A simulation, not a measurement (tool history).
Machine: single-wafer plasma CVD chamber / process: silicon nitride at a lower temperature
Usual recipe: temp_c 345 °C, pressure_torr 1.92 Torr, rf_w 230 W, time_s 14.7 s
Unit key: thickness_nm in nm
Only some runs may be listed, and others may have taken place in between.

run,hour,temp_c,pressure_torr,rf_w,time_s,"read-back reference wafer on the same gauge, thickness_nm",thickness_nm
1,0,345,1.77,260,14.7,16.101,15.809
2,44.4,345,1.92,240,13,16.105,13.224
3,209.3,345,1.92,240,13,16.101,13.151
4,241.4,345,1.92,230,14.7,16.106,14.317
5,310,345,1.92,230,17,16.106,16.423
# hour 324: gauge calibrated
6,340.6,345,1.92,230,14.7,16.099,14.231
7,387.5,345,2.1,245,13.8,16.096,14.583
# hour 405.8: capacitance manometer re-zeroed and calibrated
8,453.6,345,1.52,230,14.7,16.088,13.668
9,491.7,345,2.13,230,11.8,16.116,11.891
# hour 546.7: RF generator calibrated
10,548.5,334,2.26,185,16.1,16.115,13.245
11,582.7,336,1.92,230,14.7,16.1,14.686
12,617.8,332,2.33,190,11.8,16.096,10.082
13,667.3,345,2.08,230,15.7,16.11,15.882
# hour 750.2: thermocouple changed; heater temperature recalibrated
14,876.9,345,1.62,230,14.7,16.086,14.014

Predict the results of run 15:
15,936.3,345,1.92,230,14.7,?,?

Logged for run 15: read-back reference wafer on the same gauge, thickness_nm 16.086, thickness_nm 14.591 nm.
With no hidden state in the tool, this same run would have given thickness_nm 14.666 nm.
